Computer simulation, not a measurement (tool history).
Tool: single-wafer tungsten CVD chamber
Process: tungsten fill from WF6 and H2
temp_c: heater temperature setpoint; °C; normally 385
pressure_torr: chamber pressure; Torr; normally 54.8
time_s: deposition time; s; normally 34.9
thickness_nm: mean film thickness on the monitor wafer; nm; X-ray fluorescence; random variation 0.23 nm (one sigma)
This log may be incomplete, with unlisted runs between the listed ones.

run	hour	temp_c	pressure_torr	time_s	read-back reference wafer on the same gauge, thickness_nm	thickness_nm
1	0.0	385	54.8	34.9	96.007	105.127
2	40.5	375	54.8	37.9	96.020	95.310
3	76.2	375	54.8	37.9	95.952	95.401
4	92.4	385	54.8	34.9	96.031	104.522
5	114.3	385	54.8	34.9	95.990	104.849
6	147.7	385	54.8	34.9	95.969	105.053
7	163.5	385	54.8	34.9	96.066	104.913
8	180.1	385	54.8	34.9	95.884	104.933
# hour 227.3: thermocouple changed; heater temperature recalibrated
# hour 254.5: showerhead replaced
9	286.7	385	54.8	34.9	95.915	104.567
10	319.4	385	54.8	34.9	95.969	104.657
11	333.6	385	54.8	34.9	95.960	104.570
12	348.6	385	54.8	32.8	95.987	98.496
13	364.3	392	64.4	29.0	95.987	104.113
14	389.2	385	50.5	34.9	95.988	101.603
15	425.0	385	61.9	34.9	95.908	109.571
16	458.1	380	43.9	39.8	95.976	101.778
# hour 461.7: gauge calibrated
17	524.7	373	61.0	38.8	95.957	97.482
18	558.2	385	54.8	41.8	95.916	125.256
19	590.5	385	54.8	41.8	96.060	125.155
20	610.8	385	54.8	34.9	95.943	104.790
21	627.1	385	50.5	34.9	96.044	101.809
# hour 654.3: capacitance manometer re-zeroed and calibrated
22	654.8	385	54.8	34.9	96.014	104.764
23	680.6	385	67.7	34.9	96.037	112.304
24	706.0	385	66.0	34.9	96.030	112.297
25	724.8	390	45.0	31.7	95.991	96.951
26	758.6	385	68.0	34.9	95.855	113.043
27	774.2	385	63.3	29.9	95.950	94.596
28	801.1	373	48.7	39.8	96.041	92.423
29	834.4	385	54.8	34.9	96.074	104.799
30	846.9	385	54.8	34.9	96.084	104.741
31	876.0	385	54.8	34.9	95.977	104.765
32	891.6	397	54.8	31.3	95.991	115.293
33	920.3	385	49.4	29.5	95.997	85.321
34	936.2	385	46.1	39.9	96.045	112.201

Forecast each of these 4 alternatives for the next run:
A	936.6	385	54.8	30.4	?	?
B	936.6	385	44.5	29.5	?	?
C	936.6	370	43.5	33.0	?	?
D	936.6	385	41.2	34.9	?	?

run	read-back reference wafer on the same gauge, thickness_nm	thickness_nm
A	96.002	91.431
B	96.002	82.492
C	96.002	69.967
D	96.002	95.119
Had the tool no hidden state, the same runs would have come out as:
run	thickness_nm
A	91.431
B	82.492
C	69.967
D	95.119
